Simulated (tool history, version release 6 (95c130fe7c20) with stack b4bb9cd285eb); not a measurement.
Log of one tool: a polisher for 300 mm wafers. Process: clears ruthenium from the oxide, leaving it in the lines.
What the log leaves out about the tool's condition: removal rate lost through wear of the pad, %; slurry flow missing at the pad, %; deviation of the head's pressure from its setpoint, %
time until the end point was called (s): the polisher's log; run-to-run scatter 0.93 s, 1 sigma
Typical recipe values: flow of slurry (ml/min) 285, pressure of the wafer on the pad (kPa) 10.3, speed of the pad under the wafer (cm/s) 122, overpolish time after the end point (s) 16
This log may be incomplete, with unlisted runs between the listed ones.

run    hour  flow of slurry (ml/min)  pressure of the wafer on the pad (kPa)  speed of the pad under the wafer (cm/s)  overpolish time after the end point (s)  wafers since the last listed run  wafers polished on this pad  hours since the slurry nozzle was cleaned  hours since the head pressure was calibrated  incoming thickness of the incoming film, nm  time until the end point was called (s)
  1     0.0                      285                                    10.3                                      110                                       12                                 0                         1613                                       85.5                                         254.2                                         90.2                                     87.7
       68.5  -- worn pad replaced by a new one
  2    84.4                      285                                    10.3                                      110                                       12                               367                           72                                      169.9                                         338.6                                         90.1                                     75.9
  3   159.4                      285                                    10.3                                      122                                       16                               342                          415                                      244.9                                         413.6                                         89.3                                     75.4
  4   257.9                      285                                    10.3                                      122                                       16                               450                          866                                      343.4                                         512.1                                         90.2                                     79.6
      286.7  -- slurry nozzle cleaned
  5   348.3                      285                                    10.3                                      122                                       16                               408                         1275                                       61.6                                         602.5                                         91.6                                     81.9
  6   426.7                      285                                    10.3                                      122                                       16                               358                         1633                                      140.0                                         680.9                                         91.0                                     82.5
      503.0  -- worn pad replaced by a new one
  7   503.5                      285                                    10.3                                      122                                       16                               332                            2                                      216.8                                         757.7                                         89.2                                     70.2
  8   577.6                      285                                    10.3                                      122                                       16                               338                          341                                      290.9                                         831.8                                         90.3                                     77.0
      636.9  -- head pressure recalibrated
      665.3  -- slurry nozzle cleaned
  9   680.8                      285                                    10.3                                      122                                       16                               458                          799                                       15.5                                          43.9                                         89.6                                     79.6
 10   764.7                      285                                    10.3                                      122                                       16                               383                         1183                                       99.4                                         127.8                                         91.9                                     80.6
 11   828.4                      285                                    10.3                                      122                                       16                               291                         1474                                      163.1                                         191.5                                         89.5                                     80.9
 12   924.6                      285                                    10.3                                      122                                       16                               439                         1914                                      259.3                                         287.7                                         90.5                                     80.2
      948.6  -- worn pad replaced by a new one
 13   965.8                      285                                    12.4                                      138                                       16                               170                           78                                      300.5                                         328.9                                         89.6                                     57.4
 14  1008.3                      285                                     6.9                                      122                                       16                               194                          272                                      343.0                                         371.4                                         89.4                                    101.8
     1098.9  -- slurry nozzle cleaned
 15  1100.6                      285                                    13.1                                      122                                       16                               417                          690                                        1.7                                         463.7                                         89.0                                     63.9
 16  1229.2                      230                                    11.7                                      122                                       16                               588                         1278                                      130.3                                         592.3                                         89.4                                     73.8
     1297.3  -- worn pad replaced by a new one
 17  1329.8                      245                                     8.3                                      122                                       24                               441                          148                                      230.9                                         692.9                                         90.5                                     89.3
 18  1405.6                      255                                    13.1                                      136                                       22                               346                          495                                      306.7                                         768.7                                         89.9                                     58.6
     1427.7  -- head pressure recalibrated
 19  1508.2                      285                                    10.3                                       98                                       12                               460                          955                                      409.3                                          80.5                                         90.0                                     90.2
     1512.1  -- slurry nozzle cleaned
 20  1562.7                      285                                     9.7                                       86                                       26                               244                         1199                                       50.6                                         135.0                                         90.7                                    107.2
 21  1665.4                      285                                    11.7                                      148                                       23                               469                         1669                                      153.3                                         237.7                                         89.7                                     63.5
 22  1735.0                      285                                    13.1                                      158                                       16                               318                         1987                                      222.9                                         307.3                                         90.0                                     56.4

For run 23, what comes out?
     1754.2  -- worn pad replaced by a new one
 23  1816.3                      285                                    10.3                                      122                                       16                               353                          283                                      304.2                                         388.6                                         89.4                                        ?

{"run 23": {"time until the end point was called (s)": 74.0}}
Minus the tool's unlogged condition, the same run would have read time until the end point was called (s) 69.8.
